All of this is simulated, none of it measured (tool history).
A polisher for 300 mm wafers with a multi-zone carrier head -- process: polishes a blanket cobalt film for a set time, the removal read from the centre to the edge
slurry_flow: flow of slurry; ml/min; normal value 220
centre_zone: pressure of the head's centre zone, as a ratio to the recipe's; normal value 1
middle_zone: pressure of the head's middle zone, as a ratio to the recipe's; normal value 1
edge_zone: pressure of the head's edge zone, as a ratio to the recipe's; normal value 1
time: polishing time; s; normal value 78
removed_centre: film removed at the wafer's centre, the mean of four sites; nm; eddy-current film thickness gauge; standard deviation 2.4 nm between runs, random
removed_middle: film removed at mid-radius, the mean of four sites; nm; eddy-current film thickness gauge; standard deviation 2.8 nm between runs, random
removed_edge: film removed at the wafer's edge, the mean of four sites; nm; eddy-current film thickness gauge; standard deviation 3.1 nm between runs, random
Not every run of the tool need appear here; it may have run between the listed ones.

run   hour  slurry_flow  centre_zone  middle_zone  edge_zone  time  wafers since the last listed run  wafers polished on this pad  hours since the slurry nozzle was cleaned  hours since the centre zone pressure was calibrated  hours since the edge zone pressure was calibrated  hours since the carrier head's membrane was replaced  incoming thickness of the incoming film, nm  removed_centre  removed_middle  removed_edge
  1      0          220            1            1          1    78                                 0                         1625                                      103.5                                                381.3                                              856.5                                                 691.1                                       1470.2             381           366.3         373.6
        37  -- worn pad replaced by a new one
  2   38.6          220            1            1          1    78                               418                           19                                      142.1                                                419.9                                              895.1                                                 729.7                                       1458.4           374.7           364.4         374.5
  3   65.2          220            1            1          1    78                               321                          340                                      168.7                                                446.5                                              921.7                                                 756.3                                       1480.8             372           363.6         374.6
      87.1  -- centre zone pressure recalibrated
     152.6  -- slurry nozzle cleaned
  4  167.9          220            1            1          1    78                              1205                         1546                                       15.3                                                 80.8                                             1024.4                                                   859                                       1455.3           382.4           374.6         381.1
  5  210.5          175            1         1.09          1    78                               514                         2061                                       57.9                                                123.4                                               1067                                                 901.6                                       1457.3           364.6           382.2         375.7
     246.5  -- worn pad replaced by a new one, of another model than before
  6  246.8          175            1         1.09          1    78                               390                            3                                       94.2                                                159.7                                             1103.3                                                 937.9                                       1488.1           369.8           389.4         373.3
  7  272.3          220            1            1          1    78                               308                          311                                      119.7                                                185.2                                             1128.8                                                 963.4                                         1455           375.1             368         380.1
     285.7  -- carrier head's membrane replaced by a new one
     364.6  -- edge zone pressure recalibrated
     418.6  -- worn pad replaced by a new one
       432  -- slurry nozzle cleaned
  8  471.9          295         0.92         0.94          1    78                              2267                          632                                       39.9                                                384.8                                              107.3                                                 186.2                                       1455.7           364.6           362.1         387.9
  9  525.3          195          1.1         0.91          1    54                               645                         1278                                       93.3                                                438.2                                              160.7                                                 239.6                                       1462.5           281.5           230.7         260.3
     565.7  -- centre zone pressure recalibrated
 10  590.6          220            1            1          1    91                               765                         2043                                      158.6                                                 24.9                                                226                                                 304.9                                       1473.5           440.6             423         446.2
     615.1  -- worn pad replaced by a new one
 11  617.7          260          0.9            1        1.1    95                               279                           31                                      185.7                                                   52                                              253.1                                                   332                                       1461.2           419.5           454.7         489.2
 12  646.4          175            1            1          1    78                               346                          378                                      214.4                                                 80.7                                              281.8                                                 360.7                                       1443.8           355.6           349.5         363.7
     695.7  -- slurry nozzle cleaned
 13    704          220            1            1          1    78                               684                         1063                                        8.3                                                138.3                                              339.4                                                 418.3                                       1471.7           383.5           373.1         381.9
 14  746.5          220            1         1.04       1.05    78                               513                         1576                                       50.8                                                180.8                                              381.9                                                 460.8                                       1457.3           381.6           383.5         384.5
       795  -- worn pad replaced by a new one
     944.5  -- slurry nozzle cleaned
 15  949.3          220            1            1          1    78                              2391                         1853                                        4.8                                                383.6                                              584.7                                                 663.6                                       1451.8           380.8           371.1         383.5

3 options for the next run, each taken on its own from the tool as it stands now. Forecast them:
  A  949.7          220            1            1       0.96    78                                 4                         1858                                        5.2                                                  384                                              585.1                                                   664                                       1457.9               ?               ?             ?
  B  949.7          170            1            1        1.1    78                                 4                         1858                                        5.2                                                  384                                              585.1                                                   664                                       1457.9               ?               ?             ?
  C  949.7          220            1            1          1    64                                 4                         1858                                        5.2                                                  384                                              585.1                                                   664                                       1457.9               ?               ?             ?

run  removed_centre  removed_middle  removed_edge
  A           384.4           368.3         378.5
  B             371           356.8         395.2
  C           315.4           302.2         316.7
What these runs would have given with no unlogged condition in the tool:
run  removed_centre  removed_middle  removed_edge
  A           384.9           368.7         378.8
  B           371.6           357.2         395.6
  C           315.8           302.5           317

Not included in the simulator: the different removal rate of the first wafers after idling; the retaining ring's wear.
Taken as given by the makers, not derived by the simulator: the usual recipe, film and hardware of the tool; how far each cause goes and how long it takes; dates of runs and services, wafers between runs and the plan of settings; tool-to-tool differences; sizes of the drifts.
